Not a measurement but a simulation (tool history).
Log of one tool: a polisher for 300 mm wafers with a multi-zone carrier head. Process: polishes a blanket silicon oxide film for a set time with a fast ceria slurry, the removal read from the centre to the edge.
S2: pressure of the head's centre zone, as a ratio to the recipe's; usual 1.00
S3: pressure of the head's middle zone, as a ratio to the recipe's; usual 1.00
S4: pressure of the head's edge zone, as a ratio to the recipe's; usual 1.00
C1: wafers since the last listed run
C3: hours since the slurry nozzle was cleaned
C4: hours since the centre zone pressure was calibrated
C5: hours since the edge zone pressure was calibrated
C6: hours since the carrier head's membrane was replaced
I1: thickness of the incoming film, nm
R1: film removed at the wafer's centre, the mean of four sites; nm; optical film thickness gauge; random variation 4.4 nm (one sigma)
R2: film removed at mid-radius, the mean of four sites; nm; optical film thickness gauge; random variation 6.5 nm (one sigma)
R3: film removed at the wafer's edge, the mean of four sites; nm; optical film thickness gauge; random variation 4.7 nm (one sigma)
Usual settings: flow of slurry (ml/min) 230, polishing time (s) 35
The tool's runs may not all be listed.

run 1 hour=0.0 | flow_of_slurry_(ml/min)=230 S2=1.00 S3=1.00 S4=1.00 polishing_time_(s)=35 | C1=0 wafers_polished_on_this_pad=1668 C3=79.9 C4=1148.0 C5=531.8 C6=401.0 | I1=1868.0 | R1=599.0 R2=606.1 R3=608.8
run 2 hour=77.4 | flow_of_slurry_(ml/min)=230 S2=1.00 S3=1.00 S4=1.00 polishing_time_(s)=35 | C1=518 wafers_polished_on_this_pad=2187 C3=157.3 C4=1225.4 C5=609.2 C6=478.4 | I1=1854.6 | R1=594.9 R2=594.6 R3=606.4
-- hour=85.8 carrier head's membrane replaced by a new one
-- hour=139.9 worn pad replaced by a new one
run 3 hour=156.9 | flow_of_slurry_(ml/min)=230 S2=1.00 S3=1.00 S4=1.00 polishing_time_(s)=35 | C1=472 wafers_polished_on_this_pad=113 C3=236.8 C4=1304.9 C5=688.7 C6=71.1 | I1=1836.6 | R1=589.3 R2=603.2 R3=605.7
-- hour=180.2 centre zone pressure recalibrated
run 4 hour=237.0 | flow_of_slurry_(ml/min)=230 S2=1.00 S3=1.00 S4=1.00 polishing_time_(s)=35 | C1=523 wafers_polished_on_this_pad=636 C3=316.9 C4=56.8 C5=768.8 C6=151.2 | I1=1866.6 | R1=582.5 R2=589.1 R3=596.1
run 5 hour=273.3 | flow_of_slurry_(ml/min)=230 S2=1.00 S3=1.00 S4=1.00 polishing_time_(s)=35 | C1=243 wafers_polished_on_this_pad=880 C3=353.2 C4=93.1 C5=805.1 C6=187.5 | I1=1863.2 | R1=585.8 R2=584.4 R3=596.3
-- hour=293.0 slurry nozzle cleaned
run 6 hour=318.0 | flow_of_slurry_(ml/min)=230 S2=1.00 S3=1.00 S4=1.00 polishing_time_(s)=35 | C1=292 wafers_polished_on_this_pad=1172 C3=25.0 C4=137.8 C5=849.8 C6=232.2 | I1=1894.6 | R1=612.9 R2=613.0 R3=625.1
run 7 hour=413.6 | flow_of_slurry_(ml/min)=230 S2=1.00 S3=1.00 S4=1.06 polishing_time_(s)=35 | C1=640 wafers_polished_on_this_pad=1813 C3=120.6 C4=233.4 C5=945.4 C6=327.8 | I1=1843.0 | R1=590.8 R2=599.3 R3=621.8
run 8 hour=491.1 | flow_of_slurry_(ml/min)=230 S2=1.00 S3=1.00 S4=1.00 polishing_time_(s)=35 | C1=519 wafers_polished_on_this_pad=2332 C3=198.1 C4=310.9 C5=1022.9 C6=405.3 | I1=1837.5 | R1=591.8 R2=614.5 R3=604.7
-- hour=559.4 edge zone pressure recalibrated
run 9 hour=569.6 | flow_of_slurry_(ml/min)=230 S2=1.00 S3=1.00 S4=1.00 polishing_time_(s)=35 | C1=512 wafers_polished_on_this_pad=2845 C3=276.6 C4=389.4 C5=10.2 C6=483.8 | I1=1855.2 | R1=588.2 R2=599.5 R3=609.7
-- hour=580.4 carrier head's membrane replaced by a new one
-- hour=585.0 worn pad replaced by a new one
run 10 hour=637.1 | flow_of_slurry_(ml/min)=230 S2=1.00 S3=1.00 S4=1.00 polishing_time_(s)=35 | C1=391 wafers_polished_on_this_pad=349 C3=344.1 C4=456.9 C5=77.7 C6=56.7 | I1=1859.3 | R1=589.1 R2=589.2 R3=601.1
-- hour=689.0 slurry nozzle cleaned
run 11 hour=709.9 | flow_of_slurry_(ml/min)=230 S2=1.00 S3=1.00 S4=1.00 polishing_time_(s)=35 | C1=481 wafers_polished_on_this_pad=830 C3=20.9 C4=529.7 C5=150.5 C6=129.5 | I1=1886.8 | R1=609.9 R2=608.9 R3=626.4
run 12 hour=778.2 | flow_of_slurry_(ml/min)=230 S2=0.95 S3=1.00 S4=0.95 polishing_time_(s)=42 | C1=457 wafers_polished_on_this_pad=1288 C3=89.2 C4=598.0 C5=218.8 C6=197.8 | I1=1855.1 | R1=689.8 R2=727.8 R3=711.0
run 13 hour=841.3 | flow_of_slurry_(ml/min)=265 S2=1.00 S3=1.12 S4=1.00 polishing_time_(s)=35 | C1=422 wafers_polished_on_this_pad=1710 C3=152.3 C4=661.1 C5=281.9 C6=260.9 | I1=1873.3 | R1=599.4 R2=656.7 R3=612.2
run 14 hour=884.4 | flow_of_slurry_(ml/min)=230 S2=1.00 S3=1.00 S4=1.00 polishing_time_(s)=27 | C1=288 wafers_polished_on_this_pad=1999 C3=195.4 C4=704.2 C5=325.0 C6=304.0 | I1=1878.9 | R1=453.3 R2=470.7 R3=464.3
run 15 hour=975.5 | flow_of_slurry_(ml/min)=230 S2=0.95 S3=1.00 S4=1.00 polishing_time_(s)=35 | C1=610 wafers_polished_on_this_pad=2609 C3=286.5 C4=795.3 C5=416.1 C6=395.1 | I1=1848.3 | R1=555.1 R2=578.7 R3=600.6
-- hour=995.0 worn pad replaced by a new one
run 16 hour=1067.6 | flow_of_slurry_(ml/min)=230 S2=0.93 S3=1.00 S4=1.00 polishing_time_(s)=29 | C1=590 wafers_polished_on_this_pad=486 C3=378.6 C4=887.4 C5=508.2 C6=487.2 | I1=1870.1 | R1=448.7 R2=483.9 R3=500.5
-- hour=1093.6 carrier head's membrane replaced by a new one
-- hour=1143.7 slurry nozzle cleaned
run 17 hour=1164.7 | flow_of_slurry_(ml/min)=295 S2=1.00 S3=1.00 S4=0.92 polishing_time_(s)=35 | C1=610 wafers_polished_on_this_pad=1096 C3=21.0 C4=984.5 C5=605.3 C6=71.1 | I1=1877.3 | R1=620.7 R2=617.8 R3=600.5
run 18 hour=1250.2 | flow_of_slurry_(ml/min)=230 S2=1.00 S3=1.00 S4=1.00 polishing_time_(s)=29 | C1=572 wafers_polished_on_this_pad=1669 C3=106.5 C4=1070.0 C5=690.8 C6=156.6 | I1=1859.2 | R1=494.2 R2=508.2 R3=506.4
run 19 hour=1300.3 | flow_of_slurry_(ml/min)=230 S2=1.08 S3=1.00 S4=1.00 polishing_time_(s)=35 | C1=335 wafers_polished_on_this_pad=2005 C3=156.6 C4=1120.1 C5=740.9 C6=206.7 | I1=1862.8 | R1=627.6 R2=583.1 R3=600.0
-- hour=1378.3 worn pad replaced by a new one
-- hour=1527.4 slurry nozzle cleaned
run 20 hour=1541.3 | flow_of_slurry_(ml/min)=230 S2=1.05 S3=1.00 S4=1.00 polishing_time_(s)=35 | C1=1581 wafers_polished_on_this_pad=1085 C3=13.9 C4=1361.1 C5=981.9 C6=447.7 | I1=1868.9 | R1=633.3 R2=617.0 R3=615.7
-- hour=1555.7 edge zone pressure recalibrated
run 21 hour=1583.5 | flow_of_slurry_(ml/min)=230 S2=0.90 S3=1.00 S4=1.00 polishing_time_(s)=35 | C1=269 wafers_polished_on_this_pad=1354 C3=56.1 C4=1403.3 C5=27.8 C6=489.9 | I1=1874.7 | R1=545.7 R2=614.4 R3=624.8

5 ways to go on from here, each from the tool as it stands after run 21. What would each give?
run A hour=1583.9 | flow_of_slurry_(ml/min)=230 S2=1.00 S3=1.00 S4=1.00 polishing_time_(s)=35 | C1=2 wafers_polished_on_this_pad=1357 C3=56.5 C4=1403.7 C5=28.2 C6=490.3 | I1=1834.9 | R1=? R2=? R3=?
run B hour=1583.9 | flow_of_slurry_(ml/min)=175 S2=0.91 S3=1.00 S4=0.97 polishing_time_(s)=40 | C1=2 wafers_polished_on_this_pad=1357 C3=56.5 C4=1403.7 C5=28.2 C6=490.3 | I1=1834.9 | R1=? R2=? R3=?
run C hour=1583.9 | flow_of_slurry_(ml/min)=280 S2=0.93 S3=1.00 S4=1.00 polishing_time_(s)=35 | C1=2 wafers_polished_on_this_pad=1357 C3=56.5 C4=1403.7 C5=28.2 C6=490.3 | I1=1834.9 | R1=? R2=? R3=?
run D hour=1583.9 | flow_of_slurry_(ml/min)=175 S2=1.00 S3=1.00 S4=0.90 polishing_time_(s)=45 | C1=2 wafers_polished_on_this_pad=1357 C3=56.5 C4=1403.7 C5=28.2 C6=490.3 | I1=1834.9 | R1=? R2=? R3=?
run E hour=1583.9 | flow_of_slurry_(ml/min)=295 S2=1.08 S3=1.00 S4=0.91 polishing_time_(s)=29 | C1=2 wafers_polished_on_this_pad=1357 C3=56.5 C4=1403.7 C5=28.2 C6=490.3 | I1=1834.9 | R1=? R2=? R3=?

run=A R1=602.0 R2=606.2 R3=606.8
run=B R1=608.7 R2=675.6 R3=670.5
run=C R1=571.2 R2=617.1 R3=614.8
run=D R1=752.0 R2=759.8 R3=728.4
run=E R1=551.8 R2=513.3 R3=488.8
Without the tool's hidden state the same runs would have given:
run=A R1=612.9 R2=616.0 R3=614.1
run=B R1=621.7 R2=688.4 R3=679.9
run=C R1=580.2 R2=625.8 R3=621.4
run=D R1=768.1 R2=774.2 R3=738.6
run=E R1=560.2 R2=520.3 R3=493.9
